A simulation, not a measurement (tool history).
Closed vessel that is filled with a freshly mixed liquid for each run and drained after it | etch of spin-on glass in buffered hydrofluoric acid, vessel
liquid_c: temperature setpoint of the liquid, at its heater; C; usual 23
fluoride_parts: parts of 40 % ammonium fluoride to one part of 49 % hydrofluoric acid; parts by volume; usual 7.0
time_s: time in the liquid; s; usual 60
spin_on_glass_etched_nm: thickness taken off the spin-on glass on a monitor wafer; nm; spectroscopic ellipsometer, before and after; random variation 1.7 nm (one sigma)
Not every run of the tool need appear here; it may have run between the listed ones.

| run | day | liquid_c | fluoride_parts | time_s | read-back film thickness of the spin-on glass reference wafer, read on the same gauge (nm) | spin_on_glass_etched_nm |
|---|---|---|---|---|---|---|
| 1 | 0.000 | 23 | 7.0 | 60 | 110.02 | 173.80 |
| 2 | 5.404 | 23 | 7.0 | 60 | 110.02 | 170.12 |
| 3 | 15.667 | 23 | 7.0 | 60 | 110.01 | 170.80 |
| 4 | 19.875 | 23 | 7.0 | 60 | 110.01 | 169.23 |
| 5 | 22.350 | 23 | 7.0 | 60 | 110.01 | 168.72 |
|  | 26.042 | thermometer replaced |
| 6 | 26.342 | 23 | 7.0 | 60 | 110.01 | 166.24 |
| 7 | 27.921 | 23 | 7.0 | 60 | 109.97 | 165.42 |
| 8 | 30.588 | 23 | 7.0 | 60 | 110.01 | 166.32 |
| 9 | 33.762 | 23 | 7.0 | 60 | 110.00 | 164.30 |
| 10 | 40.212 | 23 | 7.0 | 60 | 110.00 | 160.14 |
| 11 | 44.054 | 23 | 7.0 | 60 | 110.01 | 159.31 |
| 12 | 45.596 | 23 | 7.0 | 60 | 110.02 | 157.91 |

Run 13 is up next; what results do you expect?
|  | 48.171 | hydrofluoric acid flow meter replaced |
| 13 | 48.742 | 18 | 5.5 | 75 | ? | ? |

Logged for run 13: read-back film thickness of the spin-on glass reference wafer, read on the same gauge (nm) 109.97, spin_on_glass_etched_nm 203.32 nm.
Minus the tool's unlogged condition, the same run would have read spin_on_glass_etched_nm 204.04 nm.
